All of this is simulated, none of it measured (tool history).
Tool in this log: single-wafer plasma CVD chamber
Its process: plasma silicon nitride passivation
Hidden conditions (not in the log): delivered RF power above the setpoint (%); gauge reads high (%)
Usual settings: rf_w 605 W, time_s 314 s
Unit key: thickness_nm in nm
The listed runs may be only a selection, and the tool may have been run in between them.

| run | hour | rf_w | time_s | wafers since the last listed run | hours since the last RF generator calibration | hours since the showerhead was replaced | hours since the gauge calibration | read-back reference wafer on the same gauge, thickness_nm | thickness_nm |
|---|---|---|---|---|---|---|---|---|---|
| 1 | 0 | 605 | 314 | 0 | 106.2 | 4703.3 | 1542.2 | 645.152 | 566.292 |
| 2 | 31.8 | 605 | 314 | 232 | 138 | 4735.1 | 1574 | 644.343 | 563.886 |
| 3 | 82.9 | 605 | 364 | 374 | 189.1 | 4786.2 | 1625.1 | 645.593 | 652.275 |
| 4 | 145 | 605 | 314 | 454 | 251.2 | 4848.3 | 1687.2 | 645.639 | 563.742 |
| 5 | 200.1 | 605 | 314 | 403 | 306.3 | 4903.4 | 1742.3 | 645.767 | 564.383 |
| 6 | 257.6 | 605 | 314 | 420 | 363.8 | 4960.9 | 1799.8 | 644.886 | 562.903 |
| 7 | 319.4 | 605 | 314 | 452 | 425.6 | 5022.7 | 1861.6 | 644.498 | 561.009 |
| 8 | 391.3 | 605 | 314 | 526 | 497.5 | 5094.6 | 1933.5 | 645.167 | 561.312 |
| 9 | 444.6 | 605 | 298 | 390 | 550.8 | 5147.9 | 1986.8 | 645.902 | 536.565 |
| 10 | 509.6 | 605 | 298 | 475 | 615.8 | 5212.9 | 2051.8 | 645.856 | 536.257 |
| 11 | 537.5 | 605 | 298 | 204 | 643.7 | 5240.8 | 2079.7 | 644.922 | 531.536 |
| 12 | 651.5 | 605 | 299 | 834 | 757.7 | 5354.8 | 2193.7 | 645.217 | 536.888 |
| 13 | 710.5 | 605 | 288 | 431 | 816.7 | 5413.8 | 2252.7 | 644.638 | 514.303 |
| 14 | 751.8 | 605 | 314 | 302 | 858 | 5455.1 | 2294 | 644.879 | 561.653 |
| 15 | 819.5 | 605 | 314 | 495 | 925.7 | 5522.8 | 2361.7 | 645.288 | 561.878 |
|  | 911.9 | gauge calibrated |
| 16 | 1024.1 | 605 | 314 | 1497 | 1130.3 | 5727.4 | 112.2 | 644.9 | 562.218 |
| 17 | 1091.7 | 605 | 314 | 494 | 1197.9 | 5795 | 179.8 | 644.777 | 560.411 |
| 18 | 1160.9 | 605 | 314 | 506 | 1267.1 | 5864.2 | 249 | 645.027 | 561.689 |
| 19 | 1208.1 | 605 | 314 | 345 | 1314.3 | 5911.4 | 296.2 | 644.606 | 558.733 |
| 20 | 1272.2 | 605 | 314 | 469 | 1378.4 | 5975.5 | 360.3 | 644.943 | 556.25 |
| 21 | 1331.5 | 605 | 314 | 434 | 1437.7 | 6034.8 | 419.6 | 645.274 | 556.034 |
| 22 | 1359.5 | 520 | 314 | 204 | 1465.7 | 6062.8 | 447.6 | 644.508 | 513.319 |
| 23 | 1424.2 | 665 | 342 | 473 | 1530.4 | 6127.5 | 512.3 | 645.249 | 632.767 |
| 24 | 1449.3 | 565 | 314 | 183 | 1555.5 | 6152.6 | 537.4 | 644.7 | 536.313 |
|  | 1506.8 | RF generator calibrated |
| 25 | 1516.2 | 505 | 314 | 431 | 9.4 | 6219.5 | 604.3 | 645.846 | 512.613 |
|  | 1575.5 | showerhead replaced |
| 26 | 1578.3 | 700 | 269 | 396 | 71.5 | 2.8 | 666.4 | 644.902 | 517.238 |
| 27 | 1616.2 | 650 | 335 | 277 | 109.4 | 40.7 | 704.3 | 644.873 | 620.764 |
| 28 | 1664.5 | 605 | 314 | 353 | 157.7 | 89 | 752.6 | 645.217 | 561.521 |
| 29 | 1704.2 | 690 | 351 | 290 | 197.4 | 128.7 | 792.3 | 645.145 | 669.517 |
| 30 | 1733.4 | 605 | 265 | 213 | 226.6 | 157.9 | 821.5 | 645.131 | 474.753 |
| 31 | 1760.8 | 605 | 314 | 200 | 254 | 185.3 | 848.9 | 644.513 | 562.944 |
| 32 | 1809.9 | 685 | 278 | 359 | 303.1 | 234.4 | 898 | 645.371 | 528.911 |
| 33 | 1857.8 | 680 | 340 | 350 | 351 | 282.3 | 945.9 | 645.071 | 646.52 |
| 34 | 1884.3 | 605 | 314 | 193 | 377.5 | 308.8 | 972.4 | 645.834 | 562.328 |
| 35 | 1919.8 | 710 | 353 | 259 | 413 | 344.3 | 1007.9 | 644.314 | 684.475 |
| 36 | 2003.1 | 500 | 338 | 609 | 496.3 | 427.6 | 1091.2 | 644.316 | 543.945 |
| 37 | 2051 | 605 | 257 | 350 | 544.2 | 475.5 | 1139.1 | 644.953 | 459.953 |
| 38 | 2106.5 | 530 | 335 | 406 | 599.7 | 531 | 1194.6 | 645.146 | 558.728 |
| 39 | 2134.7 | 705 | 295 | 206 | 627.9 | 559.2 | 1222.8 | 644.909 | 569.738 |
| 40 | 2171.7 | 500 | 259 | 270 | 664.9 | 596.2 | 1259.8 | 645.013 | 417.866 |
| 41 | 2212.3 | 605 | 298 | 297 | 705.5 | 636.8 | 1300.4 | 645.03 | 533.813 |
| 42 | 2275.9 | 485 | 314 | 465 | 769.1 | 700.4 | 1364 | 645.224 | 497.675 |
| 43 | 2303.3 | 570 | 359 | 200 | 796.5 | 727.8 | 1391.4 | 644.463 | 622.175 |
| 44 | 2328.5 | 715 | 334 | 184 | 821.7 | 753 | 1416.6 | 644.996 | 648.61 |
| 45 | 2377.8 | 660 | 344 | 360 | 871 | 802.3 | 1465.9 | 644.982 | 641.457 |

Forecast each of these 3 alternatives for the next run:
| A | 2378.3 | 605 | 314 | 3 | 871.5 | 802.8 | 1466.4 | ? | ? |
| B | 2378.3 | 550 | 333 | 3 | 871.5 | 802.8 | 1466.4 | ? | ? |
| C | 2378.3 | 530 | 266 | 3 | 871.5 | 802.8 | 1466.4 | ? | ? |

| run | read-back reference wafer on the same gauge, thickness_nm | thickness_nm |
|---|---|---|
| A | 644.946 | 560.208 |
| B | 644.946 | 565.344 |
| C | 644.946 | 442.523 |
With the hidden condition removed and each run's random variation left untouched, the same runs would have given:
| run | thickness_nm |
|---|---|
| A | 563.868 |
| B | 569.037 |
| C | 445.414 |

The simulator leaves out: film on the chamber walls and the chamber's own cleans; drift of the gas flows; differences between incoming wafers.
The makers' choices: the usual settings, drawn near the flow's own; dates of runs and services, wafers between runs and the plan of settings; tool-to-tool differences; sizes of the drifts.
